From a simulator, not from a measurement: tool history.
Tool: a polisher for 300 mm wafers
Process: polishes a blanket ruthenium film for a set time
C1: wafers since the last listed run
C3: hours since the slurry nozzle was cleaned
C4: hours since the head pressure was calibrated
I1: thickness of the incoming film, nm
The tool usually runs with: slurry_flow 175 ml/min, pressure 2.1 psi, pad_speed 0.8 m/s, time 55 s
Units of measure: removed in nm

run 1 hour=0 | slurry_flow=175 pressure=2.4 pad_speed=0.8 time=55 | C1=0 wafers_polished_on_this_pad=454 C3=605.4 C4=200.5 | I1=574.4 | removed=57.1
run 2 hour=24.6 | slurry_flow=175 pressure=2.4 pad_speed=0.8 time=55 | C1=372 wafers_polished_on_this_pad=827 C3=630 C4=225.1 | I1=564.1 | removed=57.3
-- hour=36.9 worn pad replaced by a new one
run 3 hour=42 | slurry_flow=175 pressure=2.4 pad_speed=0.8 time=55 | C1=202 wafers_polished_on_this_pad=76 C3=647.4 C4=242.5 | I1=574.4 | removed=57.8
run 4 hour=57.1 | slurry_flow=175 pressure=1.6 pad_speed=0.8 time=55 | C1=228 wafers_polished_on_this_pad=305 C3=662.5 C4=257.6 | I1=574 | removed=42.9
run 5 hour=79.3 | slurry_flow=175 pressure=1.6 pad_speed=0.8 time=55 | C1=336 wafers_polished_on_this_pad=641 C3=684.7 C4=279.8 | I1=570.9 | removed=42
-- hour=102.3 worn pad replaced by a new one
run 6 hour=102.8 | slurry_flow=175 pressure=1.6 pad_speed=0.8 time=55 | C1=295 wafers_polished_on_this_pad=7 C3=708.2 C4=303.3 | I1=569.6 | removed=42.3
run 7 hour=128.1 | slurry_flow=175 pressure=2.1 pad_speed=0.8 time=55 | C1=382 wafers_polished_on_this_pad=390 C3=733.5 C4=328.6 | I1=574.6 | removed=51.2
run 8 hour=145.7 | slurry_flow=175 pressure=2.4 pad_speed=0.6 time=44 | C1=266 wafers_polished_on_this_pad=657 C3=751.1 C4=346.2 | I1=578.8 | removed=33.6
-- hour=154.6 head pressure recalibrated
-- hour=170.2 slurry nozzle cleaned
run 9 hour=177.9 | slurry_flow=175 pressure=2.1 pad_speed=0.66 time=69 | C1=442 wafers_polished_on_this_pad=1099 C3=7.7 C4=23.3 | I1=562 | removed=55.7
-- hour=190.4 worn pad replaced by a new one
run 10 hour=197.2 | slurry_flow=205 pressure=1.9 pad_speed=0.8 time=39 | C1=231 wafers_polished_on_this_pad=103 C3=27 C4=42.6 | I1=575.7 | removed=36
run 11 hour=221.1 | slurry_flow=210 pressure=2.1 pad_speed=0.8 time=41 | C1=361 wafers_polished_on_this_pad=465 C3=50.9 C4=66.5 | I1=566.7 | removed=41.2
run 12 hour=236 | slurry_flow=175 pressure=2.4 pad_speed=0.6 time=44 | C1=225 wafers_polished_on_this_pad=690 C3=65.8 C4=81.4 | I1=578.5 | removed=35.5
-- hour=258.5 worn pad replaced by a new one
run 13 hour=270.8 | slurry_flow=205 pressure=2.1 pad_speed=0.8 time=55 | C1=466 wafers_polished_on_this_pad=186 C3=100.6 C4=116.2 | I1=563.3 | removed=54.5
run 14 hour=283.4 | slurry_flow=200 pressure=2.1 pad_speed=0.8 time=72 | C1=190 wafers_polished_on_this_pad=377 C3=113.2 C4=128.8 | I1=566.4 | removed=71.2
-- hour=345.4 worn pad replaced by a new one
run 15 hour=383.3 | slurry_flow=175 pressure=2.1 pad_speed=0.8 time=55 | C1=1451 wafers_polished_on_this_pad=573 C3=213.1 C4=228.7 | I1=569 | removed=53.7

Forecast each of these 4 alternatives for the next run:
run A hour=383.7 | slurry_flow=210 pressure=2.1 pad_speed=0.8 time=55 | C1=6 wafers_polished_on_this_pad=579 C3=213.5 C4=229.1 | I1=569.4 | removed=?
run B hour=383.7 | slurry_flow=235 pressure=2.7 pad_speed=0.88 time=55 | C1=6 wafers_polished_on_this_pad=579 C3=213.5 C4=229.1 | I1=569.4 | removed=?
run C hour=383.7 | slurry_flow=120 pressure=2.1 pad_speed=0.8 time=65 | C1=6 wafers_polished_on_this_pad=579 C3=213.5 C4=229.1 | I1=569.4 | removed=?
run D hour=383.7 | slurry_flow=215 pressure=2.6 pad_speed=0.54 time=74 | C1=6 wafers_polished_on_this_pad=579 C3=213.5 C4=229.1 | I1=569.4 | removed=?

run=A removed=53.5
run=B removed=71.7
run=C removed=59.2
run=D removed=57
With the hidden condition removed and each run's random variation left untouched, the same runs would have given:
run=A removed=55.6
run=B removed=74.5
run=C removed=61.7
run=D removed=59.3
